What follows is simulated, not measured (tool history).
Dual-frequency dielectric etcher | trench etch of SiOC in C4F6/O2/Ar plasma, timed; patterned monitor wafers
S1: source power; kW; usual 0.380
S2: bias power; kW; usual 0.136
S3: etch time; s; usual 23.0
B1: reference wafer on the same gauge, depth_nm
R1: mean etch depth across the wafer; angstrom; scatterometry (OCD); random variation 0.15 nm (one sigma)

{"run": 1, "hour": 0.0, "S1": 0.45, "S2": 0.136, "S3": 19.0, "B1": 39.41, "R1": 397.8}
{"run": 2, "hour": 59.2, "S1": 0.45, "S2": 0.136, "S3": 19.0, "B1": 39.41, "R1": 400.5}
{"hour": 112.8, "done": "wet clean of the chamber"}
{"run": 3, "hour": 118.2, "S1": 0.38, "S2": 0.16, "S3": 23.0, "B1": 39.42, "R1": 465.1}
{"run": 4, "hour": 159.3, "S1": 0.38, "S2": 0.136, "S3": 23.0, "B1": 39.38, "R1": 441.6}
{"run": 5, "hour": 221.2, "S1": 0.38, "S2": 0.136, "S3": 23.0, "B1": 39.39, "R1": 443.6}
{"hour": 290.6, "done": "bias power generator calibrated"}
{"run": 6, "hour": 291.1, "S1": 0.38, "S2": 0.136, "S3": 23.0, "B1": 39.4, "R1": 446.2}
{"run": 7, "hour": 425.1, "S1": 0.38, "S2": 0.136, "S3": 18.5, "B1": 39.42, "R1": 364.3}
{"run": 8, "hour": 466.3, "S1": 0.38, "S2": 0.136, "S3": 16.5, "B1": 39.41, "R1": 325.8}
{"hour": 559.9, "done": "wet clean of the chamber"}
{"run": 9, "hour": 560.4, "S1": 0.38, "S2": 0.136, "S3": 23.0, "B1": 39.37, "R1": 440.4}
{"run": 10, "hour": 585.1, "S1": 0.42, "S2": 0.136, "S3": 25.0, "B1": 39.4, "R1": 501.3}
{"run": 11, "hour": 638.4, "S1": 0.38, "S2": 0.168, "S3": 16.5, "B1": 39.43, "R1": 339.9}
{"run": 12, "hour": 806.4, "S1": 0.45, "S2": 0.136, "S3": 19.0, "B1": 39.43, "R1": 395.4}
{"run": 13, "hour": 876.9, "S1": 0.47, "S2": 0.155, "S3": 23.0, "B1": 39.39, "R1": 513.2}
{"run": 14, "hour": 903.0, "S1": 0.38, "S2": 0.136, "S3": 23.0, "B1": 39.39, "R1": 457.5}
{"run": 15, "hour": 973.3, "S1": 0.34, "S2": 0.123, "S3": 20.0, "B1": 39.42, "R1": 372.9}
{"run": 16, "hour": 1003.7, "S1": 0.35, "S2": 0.136, "S3": 20.0, "B1": 39.42, "R1": 389.6}
{"hour": 1046.7, "done": "gauge calibrated"}
{"hour": 1064.0, "done": "wet clean of the chamber"}
{"run": 17, "hour": 1064.5, "S1": 0.38, "S2": 0.136, "S3": 21.0, "B1": 39.36, "R1": 403.9}
{"run": 18, "hour": 1082.0, "S1": 0.45, "S2": 0.108, "S3": 18.5, "B1": 39.36, "R1": 354.8}
{"hour": 1108.3, "done": "source power generator calibrated"}
{"run": 19, "hour": 1131.9, "S1": 0.38, "S2": 0.136, "S3": 23.0, "B1": 39.41, "R1": 437.3}
{"run": 20, "hour": 1159.5, "S1": 0.28, "S2": 0.158, "S3": 23.0, "B1": 39.4, "R1": 412.1}
{"run": 21, "hour": 1190.4, "S1": 0.33, "S2": 0.112, "S3": 25.0, "B1": 39.43, "R1": 427.8}
{"run": 22, "hour": 1255.8, "S1": 0.38, "S2": 0.168, "S3": 16.5, "B1": 39.45, "R1": 340.0}
{"run": 23, "hour": 1288.6, "S1": 0.45, "S2": 0.108, "S3": 18.5, "B1": 39.41, "R1": 349.6}
{"run": 24, "hour": 1330.6, "S1": 0.42, "S2": 0.136, "S3": 23.0, "B1": 39.37, "R1": 457.3}
{"run": 25, "hour": 1389.1, "S1": 0.38, "S2": 0.136, "S3": 23.0, "B1": 39.44, "R1": 444.0}
{"run": 26, "hour": 1430.5, "S1": 0.38, "S2": 0.114, "S3": 27.0, "B1": 39.42, "R1": 493.9}
{"run": 27, "hour": 1471.1, "S1": 0.38, "S2": 0.136, "S3": 23.0, "B1": 39.42, "R1": 445.9}
{"hour": 1503.7, "done": "wet clean of the chamber"}
{"run": 28, "hour": 1514.1, "S1": 0.3, "S2": 0.122, "S3": 18.5, "B1": 39.39, "R1": 310.7}
{"run": 29, "hour": 1544.9, "S1": 0.38, "S2": 0.136, "S3": 23.0, "B1": 39.39, "R1": 435.0}
{"run": 30, "hour": 1590.8, "S1": 0.38, "S2": 0.17, "S3": 17.5, "B1": 39.44, "R1": 356.4}

3 ways to go on from here, each from the tool as it stands after run 30. What would each give?
{"run": "A", "hour": 1591.2, "S1": 0.38, "S2": 0.136, "S3": 23.0, "B1": "?", "R1": "?"}
{"run": "B", "hour": 1591.2, "S1": 0.47, "S2": 0.117, "S3": 25.5, "B1": "?", "R1": "?"}
{"run": "C", "hour": 1591.2, "S1": 0.38, "S2": 0.136, "S3": 18.0, "B1": "?", "R1": "?"}

run=A B1=39.37 R1=436.7
run=B B1=39.37 R1=498.9
run=C B1=39.37 R1=341.8
Without the tool's hidden state the same runs would have given:
run=A R1=436.3
run=B R1=498.4
run=C R1=341.5
